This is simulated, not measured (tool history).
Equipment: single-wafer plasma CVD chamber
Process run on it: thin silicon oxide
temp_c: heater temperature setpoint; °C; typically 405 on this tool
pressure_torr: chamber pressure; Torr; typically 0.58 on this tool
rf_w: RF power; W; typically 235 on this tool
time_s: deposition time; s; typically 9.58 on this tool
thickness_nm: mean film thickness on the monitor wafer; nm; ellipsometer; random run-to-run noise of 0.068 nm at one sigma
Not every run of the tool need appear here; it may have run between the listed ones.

run,hour,temp_c,pressure_torr,rf_w,time_s,wafers since the last listed run,hours since the last thermocouple change,hours since the last RF generator calibration,hours since the last manometer calibration,hours since the showerhead was replaced,hours since the gauge calibration,"read-back reference wafer on the same gauge, thickness_nm",thickness_nm
1,0,405,0.58,235,9.58,0,2027.1,1894,580.2,8666.1,547.1,10.1,12.936
2,28.4,405,0.58,235,9.58,1238,2055.5,1922.4,608.6,8694.5,575.5,10.103,12.98
3,52.4,405,0.58,235,9.58,1046,2079.5,1946.4,632.6,8718.5,599.5,10.11,12.888
4,76.4,410,0.58,235,9.58,1046,2103.5,1970.4,656.6,8742.5,623.5,10.102,12.881
5,110.5,405,0.58,235,9.58,1487,2137.6,2004.5,690.7,8776.6,657.6,10.102,12.982
# hour 129.6: showerhead replaced
6,133.1,405,0.58,235,9.58,636,2160.2,2027.1,713.3,3.5,680.2,10.094,13.076
7,162.6,405,0.58,235,9.58,1286,2189.7,2056.6,742.8,33,709.7,10.087,12.95
# hour 191.4: gauge calibrated
8,192.5,405,0.58,235,9.58,1304,2219.6,2086.5,772.7,62.9,1.1,10.096,12.874
9,211.5,405,0.58,235,9.58,828,2238.6,2105.5,791.7,81.9,20.1,10.105,13.046
10,237.4,405,0.66,235,9.58,1129,2264.5,2131.4,817.6,107.8,46,10.107,14.929
# hour 250.8: thermocouple changed; heater temperature recalibrated
11,258.5,405,0.673,235,9.58,571,7.7,2152.5,838.7,128.9,67.1,10.085,14.968
12,272.7,405,0.66,235,9.58,619,21.9,2166.7,852.9,143.1,81.3,10.1,14.731
13,303.6,405,0.714,235,10.92,1347,52.8,2197.6,883.8,174,112.2,10.102,18.095
14,334.2,405,0.673,235,9.58,1334,83.4,2228.2,914.4,204.6,142.8,10.095,14.997
15,353.3,405,0.62,235,9.58,833,102.5,2247.3,933.5,223.7,161.9,10.105,13.842
# hour 383.3: capacitance manometer re-zeroed and calibrated
16,383.8,405,0.58,235,9.58,981,133,2277.8,0.5,254.2,192.4,10.115,11.062
17,411.2,419,0.676,205,10.24,1195,160.4,2305.2,27.9,281.6,219.8,10.098,13.044
# hour 425.5: RF generator calibrated
18,433.1,405,0.642,205,8.7,606,182.3,7.6,49.8,303.5,241.7,10.095,10.618
19,461.5,405,0.58,235,9.58,1238,210.7,36,78.2,331.9,270.1,10.107,11.12
20,486.5,396,0.492,220,7.75,1090,235.7,61,103.2,356.9,295.1,10.099,7.514
21,517.6,405,0.58,235,9.58,1356,266.8,92.1,134.3,388,326.2,10.107,11.252
# hour 546.4: capacitance manometer re-zeroed and calibrated, repeated, since the last time left the tool worse
22,546.9,405,0.58,235,9.58,928,296.1,121.4,0.5,417.3,355.5,10.107,12.377
23,564.7,405,0.58,235,8.42,776,313.9,139.2,18.3,435.1,373.3,10.106,10.902
24,584.9,405,0.474,235,10.63,881,334.1,159.4,38.5,455.3,393.5,10.107,11.208

Run 25 comes next. What will it give?
25,615.5,405,0.58,235,9.58,1334,364.7,190,69.1,485.9,424.1,?,?

read-back reference wafer on the same gauge, thickness_nm: 10.099
thickness_nm: 12.37 nm
With the hidden condition absent and the run-to-run variation left alone, this run would have shown thickness_nm 12.205 nm.
